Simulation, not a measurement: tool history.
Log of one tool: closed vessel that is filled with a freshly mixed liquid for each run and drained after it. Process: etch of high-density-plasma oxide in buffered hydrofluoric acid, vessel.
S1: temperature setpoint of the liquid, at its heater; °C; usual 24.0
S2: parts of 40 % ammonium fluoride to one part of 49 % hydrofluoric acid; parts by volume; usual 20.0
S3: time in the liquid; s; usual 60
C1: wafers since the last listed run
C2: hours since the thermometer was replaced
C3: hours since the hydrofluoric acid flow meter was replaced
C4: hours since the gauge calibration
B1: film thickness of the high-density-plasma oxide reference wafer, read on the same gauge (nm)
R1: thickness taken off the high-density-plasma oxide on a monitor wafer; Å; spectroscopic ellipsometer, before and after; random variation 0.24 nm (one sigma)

run   hour    S1    S2  S3    C1     C2      C3     C4      B1     R1
  1    0.0  24.0  20.0  60     0  649.0  1570.2  257.8  100.00  491.5
  2   12.8  24.0  20.0  60   816  661.8  1583.0  270.6   99.97  494.5
  3   38.7  24.0  20.0  45  1652  687.7  1608.9  296.5   99.99  368.3
      48.6  -- gauge calibrated
  4   64.6  24.0  20.0  45  1652  713.6  1634.8   16.0  100.01  372.7
  5   96.3  20.0  20.0  60  2022  745.3  1666.5   47.7  100.02  399.7
  6  149.5  20.0  20.0  60  3394  798.5  1719.7  100.9  100.03  398.4
  7  182.1  20.0  20.0  60  2080  831.1  1752.3  133.5  100.00  398.4
  8  212.8  24.0  20.0  60  1958  861.8  1783.0  164.2  100.03  494.5
  9  243.6  24.0  20.0  60  1965  892.6  1813.8  195.0   99.98  494.8
 10  279.2  24.0  20.0  60  2271  928.2  1849.4  230.6  100.00  497.8
     307.4  -- hydrofluoric acid flow meter replaced
 11  309.8  24.0  20.0  60  1888  958.8     2.4  261.2  100.00  500.0
     311.6  -- thermometer replaced
     313.9  -- gauge calibrated
 12  340.4  20.5  12.5  95  1888   28.8    33.0   26.5  100.03  994.3
 13  374.1  28.5  13.0  60  2150   62.5    66.7   60.2  100.00  934.3
 14  407.3  24.0  20.0  60  2118   95.7    99.9   93.4  100.00  483.5
 15  421.5  22.0  16.5  60   906  109.9   114.1  107.6   99.98  523.7
 16  451.3  24.0  20.0  35  1901  139.7   143.9  137.4  100.00  279.0
 17  467.5  20.5  20.0  60  1033  155.9   160.1  153.6   99.98  395.0
 18  480.7  29.0  26.0  35   842  169.1   173.3  166.8  100.00  308.7
 19  511.1  24.0  25.5  60  1939  199.5   203.7  197.2  100.03  410.4
 20  528.3  24.0  15.0  60  1097  216.7   220.9  214.4  100.01  638.1
 21  563.8  20.0  20.0  60  2265  252.2   256.4  249.9  100.01  388.1
 22  577.1  24.0  20.0  60   848  265.5   269.7  263.2   99.98  487.6
     578.4  -- gauge calibrated
 23  605.8  22.0  20.0  75  1831  294.2   298.4   27.4  100.01  543.3

5 ways to go on from here, each from the tool as it stands after run 23. What would each give?
  A  606.5  24.0  20.0  90  44  294.9  299.1  28.1   ?   ?
  B  606.5  28.5  24.0  80  44  294.9  299.1  28.1   ?   ?
  C  606.5  28.0  23.5  30  44  294.9  299.1  28.1   ?   ?
  D  606.5  24.0  13.5  40  44  294.9  299.1  28.1   ?   ?
  E  606.5  24.0  20.0  30  44  294.9  299.1  28.1   ?   ?

run     B1     R1
  A  99.98  722.3
  B  99.98  722.3
  C  99.98  267.6
  D  99.98  472.6
  E  99.98  240.8
Without the tool's hidden state the same runs would have given:
run     R1
  A  712.9
  B  713.1
  C  264.1
  D  466.4
  E  237.6
